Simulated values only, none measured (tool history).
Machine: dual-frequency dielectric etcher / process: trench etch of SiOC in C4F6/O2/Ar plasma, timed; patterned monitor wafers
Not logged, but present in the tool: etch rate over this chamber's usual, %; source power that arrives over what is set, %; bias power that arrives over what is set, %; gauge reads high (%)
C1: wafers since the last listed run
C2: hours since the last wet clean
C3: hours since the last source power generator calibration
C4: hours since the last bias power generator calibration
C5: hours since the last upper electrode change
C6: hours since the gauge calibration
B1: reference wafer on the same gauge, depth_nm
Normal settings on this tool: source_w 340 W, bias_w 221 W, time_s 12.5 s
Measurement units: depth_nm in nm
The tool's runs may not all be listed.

run 1 hour=0 | source_w=340 bias_w=221 time_s=12.5 | C1=0 C2=105.9 C3=1870.6 C4=3332.6 C5=90.3 C6=1969.4 | B1=23.7 | depth_nm=26.74
run 2 hour=47.3 | source_w=340 bias_w=221 time_s=12.5 | C1=1069 C2=153.2 C3=1917.9 C4=3379.9 C5=137.6 C6=2016.7 | B1=23.69 | depth_nm=26.41
-- hour=102.4 source power generator calibrated
run 3 hour=104 | source_w=340 bias_w=221 time_s=12.5 | C1=1191 C2=209.9 C3=1.6 C4=3436.6 C5=194.3 C6=2073.4 | B1=23.7 | depth_nm=27.01
-- hour=131.1 bias power generator calibrated
run 4 hour=151.6 | source_w=340 bias_w=221 time_s=12.5 | C1=985 C2=257.5 C3=49.2 C4=20.5 C5=241.9 C6=2121 | B1=23.69 | depth_nm=26.93
run 5 hour=186.3 | source_w=340 bias_w=205 time_s=12.5 | C1=784 C2=292.2 C3=83.9 C4=55.2 C5=276.6 C6=2155.7 | B1=23.7 | depth_nm=26.29
run 6 hour=216.8 | source_w=340 bias_w=205 time_s=12.5 | C1=689 C2=322.7 C3=114.4 C4=85.7 C5=307.1 C6=2186.2 | B1=23.7 | depth_nm=26.3
run 7 hour=243.4 | source_w=340 bias_w=205 time_s=12.5 | C1=601 C2=349.3 C3=141 C4=112.3 C5=333.7 C6=2212.8 | B1=23.7 | depth_nm=26.31
run 8 hour=292.4 | source_w=340 bias_w=221 time_s=12.5 | C1=1107 C2=398.3 C3=190 C4=161.3 C5=382.7 C6=2261.8 | B1=23.69 | depth_nm=26.87
-- hour=360.6 wet clean of the chamber
run 9 hour=361.1 | source_w=280 bias_w=189 time_s=10 | C1=1010 C2=0.5 C3=258.7 C4=230 C5=451.4 C6=2330.5 | B1=23.69 | depth_nm=19.39
run 10 hour=423.9 | source_w=370 bias_w=221 time_s=15.5 | C1=1419 C2=63.3 C3=321.5 C4=292.8 C5=514.2 C6=2393.3 | B1=23.69 | depth_nm=34.01
run 11 hour=472.3 | source_w=410 bias_w=221 time_s=11 | C1=1094 C2=111.7 C3=369.9 C4=341.2 C5=562.6 C6=2441.7 | B1=23.68 | depth_nm=25.08
run 12 hour=497.8 | source_w=390 bias_w=273 time_s=9.5 | C1=576 C2=137.2 C3=395.4 C4=366.7 C5=588.1 C6=2467.2 | B1=23.69 | depth_nm=22.46
run 13 hour=558.5 | source_w=390 bias_w=186 time_s=10.5 | C1=1372 C2=197.9 C3=456.1 C4=427.4 C5=648.8 C6=2527.9 | B1=23.71 | depth_nm=22.59
run 14 hour=594.1 | source_w=370 bias_w=221 time_s=9 | C1=804 C2=233.5 C3=491.7 C4=463 C5=684.4 C6=2563.5 | B1=23.68 | depth_nm=19.9
-- hour=596.8 gauge calibrated
run 15 hour=658.3 | source_w=340 bias_w=203 time_s=10.5 | C1=1451 C2=297.7 C3=555.9 C4=527.2 C5=748.6 C6=61.5 | B1=23.69 | depth_nm=21.85
run 16 hour=713.8 | source_w=340 bias_w=221 time_s=12.5 | C1=1254 C2=353.2 C3=611.4 C4=582.7 C5=804.1 C6=117 | B1=23.72 | depth_nm=26.75
run 17 hour=782.8 | source_w=380 bias_w=221 time_s=12.5 | C1=1559 C2=422.2 C3=680.4 C4=651.7 C5=873.1 C6=186 | B1=23.7 | depth_nm=27.56
run 18 hour=821.9 | source_w=360 bias_w=243 time_s=11.5 | C1=883 C2=461.3 C3=719.5 C4=690.8 C5=912.2 C6=225.1 | B1=23.69 | depth_nm=25.71
-- hour=874.8 wet clean of the chamber
run 19 hour=891 | source_w=380 bias_w=221 time_s=10 | C1=1019 C2=16.2 C3=788.6 C4=759.9 C5=981.3 C6=294.2 | B1=23.69 | depth_nm=22.11
run 20 hour=930.4 | source_w=270 bias_w=198 time_s=16.5 | C1=890 C2=55.6 C3=828 C4=799.3 C5=1020.7 C6=333.6 | B1=23.7 | depth_nm=31.64
run 21 hour=976.4 | source_w=310 bias_w=207 time_s=16 | C1=1039 C2=101.6 C3=874 C4=845.3 C5=1066.7 C6=379.6 | B1=23.7 | depth_nm=32.39
run 22 hour=1026.5 | source_w=390 bias_w=186 time_s=10.5 | C1=1132 C2=151.7 C3=924.1 C4=895.4 C5=1116.8 C6=429.7 | B1=23.69 | depth_nm=22.49
run 23 hour=1081.4 | source_w=340 bias_w=221 time_s=11 | C1=1241 C2=206.6 C3=979 C4=950.3 C5=1171.7 C6=484.6 | B1=23.7 | depth_nm=23.39
run 24 hour=1152.8 | source_w=390 bias_w=204 time_s=9 | C1=1614 C2=278 C3=1050.4 C4=1021.7 C5=1243.1 C6=556 | B1=23.71 | depth_nm=19.57
run 25 hour=1181.8 | source_w=340 bias_w=221 time_s=12.5 | C1=655 C2=307 C3=1079.4 C4=1050.7 C5=1272.1 C6=585 | B1=23.7 | depth_nm=26.64
run 26 hour=1246.9 | source_w=290 bias_w=264 time_s=16.5 | C1=1471 C2=372.1 C3=1144.5 C4=1115.8 C5=1337.2 C6=650.1 | B1=23.7 | depth_nm=34.77
run 27 hour=1283.8 | source_w=340 bias_w=221 time_s=12.5 | C1=834 C2=409 C3=1181.4 C4=1152.7 C5=1374.1 C6=687 | B1=23.69 | depth_nm=26.65
-- hour=1365.5 wet clean of the chamber
run 28 hour=1366 | source_w=340 bias_w=221 time_s=12.5 | C1=1315 C2=0.5 C3=1263.6 C4=1234.9 C5=1456.3 C6=769.2 | B1=23.71 | depth_nm=26.53
run 29 hour=1383.8 | source_w=300 bias_w=221 time_s=16 | C1=402 C2=18.3 C3=1281.4 C4=1252.7 C5=1474.1 C6=787 | B1=23.7 | depth_nm=32.52
run 30 hour=1427.4 | source_w=290 bias_w=254 time_s=12.5 | C1=985 C2=61.9 C3=1325 C4=1296.3 C5=1517.7 C6=830.6 | B1=23.71 | depth_nm=26.11
run 31 hour=1482.3 | source_w=370 bias_w=242 time_s=14.5 | C1=1241 C2=116.8 C3=1379.9 C4=1351.2 C5=1572.6 C6=885.5 | B1=23.72 | depth_nm=32.29

Below, some changes in depth_nm between adjacent runs. For each, the amount present without the hidden state too (settings, incoming material, random variation) and the amount remaining for the hidden state with gauge scatter not shared by both compared results:
Run 2 -> 3: source power generator calibrated. depth_nm +0.6 nm: hidden state +0.46, all else +0.14.
Run 9 -> 10: source_w 280 -> 370, bias_w 189 -> 221, time_s 10 -> 15.5. depth_nm +14.62 nm: hidden state -0.15, all else +14.77.
Run 19 -> 20: source_w 380 -> 270, bias_w 221 -> 198, time_s 10 -> 16.5. depth_nm +9.53 nm: hidden state -0.15, all else +9.68.
Run 21 -> 22: source_w 310 -> 390, bias_w 207 -> 186, time_s 16 -> 10.5. depth_nm -9.9 nm: hidden state +0.14, all else -10.04.
